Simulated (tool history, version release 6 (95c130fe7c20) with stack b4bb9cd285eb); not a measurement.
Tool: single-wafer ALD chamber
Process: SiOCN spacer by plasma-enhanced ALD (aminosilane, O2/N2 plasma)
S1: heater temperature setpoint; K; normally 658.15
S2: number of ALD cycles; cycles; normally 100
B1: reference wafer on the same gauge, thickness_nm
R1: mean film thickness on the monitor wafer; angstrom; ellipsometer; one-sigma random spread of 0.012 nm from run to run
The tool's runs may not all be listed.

{"run": 1, "hour": 0.0, "S1": 658.15, "S2": 100, "B1": 5.225, "R1": 54.19}
{"run": 2, "hour": 41.3, "S1": 658.15, "S2": 100, "B1": 5.224, "R1": 54.32}
{"hour": 90.0, "done": "thermocouple changed; heater temperature recalibrated"}
{"run": 3, "hour": 108.5, "S1": 658.15, "S2": 100, "B1": 5.24, "R1": 54.28}
{"run": 4, "hour": 138.5, "S1": 658.15, "S2": 100, "B1": 5.242, "R1": 54.18}
{"run": 5, "hour": 170.7, "S1": 658.15, "S2": 100, "B1": 5.247, "R1": 54.39}
{"run": 6, "hour": 216.8, "S1": 658.15, "S2": 100, "B1": 5.244, "R1": 54.36}
{"run": 7, "hour": 257.8, "S1": 658.15, "S2": 100, "B1": 5.252, "R1": 54.43}
{"run": 8, "hour": 319.6, "S1": 658.15, "S2": 100, "B1": 5.257, "R1": 54.61}
{"run": 9, "hour": 343.9, "S1": 658.15, "S2": 100, "B1": 5.255, "R1": 54.44}
{"run": 10, "hour": 380.9, "S1": 658.15, "S2": 100, "B1": 5.26, "R1": 54.39}
{"run": 11, "hour": 508.6, "S1": 658.15, "S2": 87, "B1": 5.266, "R1": 47.3}
{"run": 12, "hour": 573.6, "S1": 658.15, "S2": 108, "B1": 5.268, "R1": 58.86}
{"run": 13, "hour": 638.1, "S1": 658.15, "S2": 100, "B1": 5.269, "R1": 54.5}
{"run": 14, "hour": 674.5, "S1": 658.15, "S2": 100, "B1": 5.267, "R1": 54.55}
{"run": 15, "hour": 726.1, "S1": 658.15, "S2": 100, "B1": 5.269, "R1": 54.82}
{"run": 16, "hour": 758.5, "S1": 658.15, "S2": 100, "B1": 5.277, "R1": 54.49}
{"run": 17, "hour": 820.5, "S1": 658.15, "S2": 100, "B1": 5.272, "R1": 54.57}
{"run": 18, "hour": 878.1, "S1": 658.15, "S2": 100, "B1": 5.279, "R1": 54.71}
{"run": 19, "hour": 938.6, "S1": 654.15, "S2": 100, "B1": 5.272, "R1": 54.72}
{"run": 20, "hour": 982.2, "S1": 645.15, "S2": 113, "B1": 5.273, "R1": 61.7}
{"run": 21, "hour": 1053.5, "S1": 658.15, "S2": 100, "B1": 5.278, "R1": 54.86}
{"run": 22, "hour": 1124.2, "S1": 658.15, "S2": 100, "B1": 5.28, "R1": 54.75}
{"hour": 1136.7, "done": "thermocouple changed; heater temperature recalibrated"}
{"run": 23, "hour": 1158.1, "S1": 652.15, "S2": 111, "B1": 5.277, "R1": 60.64}
{"hour": 1191.5, "done": "gauge calibrated"}
{"run": 24, "hour": 1206.3, "S1": 668.15, "S2": 108, "B1": 5.185, "R1": 58}
{"run": 25, "hour": 1240.6, "S1": 672.15, "S2": 100, "B1": 5.187, "R1": 53.45}
{"run": 26, "hour": 1287.1, "S1": 670.15, "S2": 119, "B1": 5.199, "R1": 64.18}
{"run": 27, "hour": 1349.5, "S1": 654.15, "S2": 90, "B1": 5.209, "R1": 48.55}
{"run": 28, "hour": 1378.3, "S1": 665.15, "S2": 113, "B1": 5.214, "R1": 60.7}
{"run": 29, "hour": 1431.9, "S1": 653.15, "S2": 111, "B1": 5.219, "R1": 59.93}
{"run": 30, "hour": 1470.5, "S1": 671.15, "S2": 81, "B1": 5.22, "R1": 44.07}
{"run": 31, "hour": 1518.1, "S1": 658.15, "S2": 100, "B1": 5.23, "R1": 54.28}
{"run": 32, "hour": 1557.2, "S1": 664.15, "S2": 114, "B1": 5.234, "R1": 61.67}
{"run": 33, "hour": 1620.1, "S1": 664.15, "S2": 109, "B1": 5.237, "R1": 59.32}
{"run": 34, "hour": 1663.5, "S1": 658.15, "S2": 87, "B1": 5.244, "R1": 47.32}

Selected run-to-run steps in R1, each split into two signed amounts: the part the tool would show with no hidden state at all (from settings, incoming material and random variation), and the remainder, which goes to the hidden state together with any gauge scatter not common to the measured and the hidden-state-free results:
The tool's hidden condition here consists of: wafer temperature above the value expected at the setpoint (K); gauge reads high (%).
Run 11 -> 12: S2 87 -> 108. R1 +11.56 angstrom: hidden state +0.22, all else +11.34.
Run 19 -> 20: S1 654.15 -> 645.15, S2 100 -> 113. R1 +6.98 angstrom: hidden state +0.13, all else +6.85.
Run 23 -> 24: S1 652.15 -> 668.15, S2 111 -> 108, gauge calibrated. R1 -2.64 angstrom: hidden state -1.09, all else -1.55.
Run 26 -> 27: S1 670.15 -> 654.15, S2 119 -> 90. R1 -15.63 angstrom: hidden state +0.04, all else -15.67.
Run 27 -> 28: S1 654.15 -> 665.15, S2 90 -> 113. R1 +12.15 angstrom: hidden state +0.11, all else +12.04.
Run 29 -> 30: S1 653.15 -> 671.15, S2 111 -> 81. R1 -15.86 angstrom: hidden state -0.07, all else -15.79.

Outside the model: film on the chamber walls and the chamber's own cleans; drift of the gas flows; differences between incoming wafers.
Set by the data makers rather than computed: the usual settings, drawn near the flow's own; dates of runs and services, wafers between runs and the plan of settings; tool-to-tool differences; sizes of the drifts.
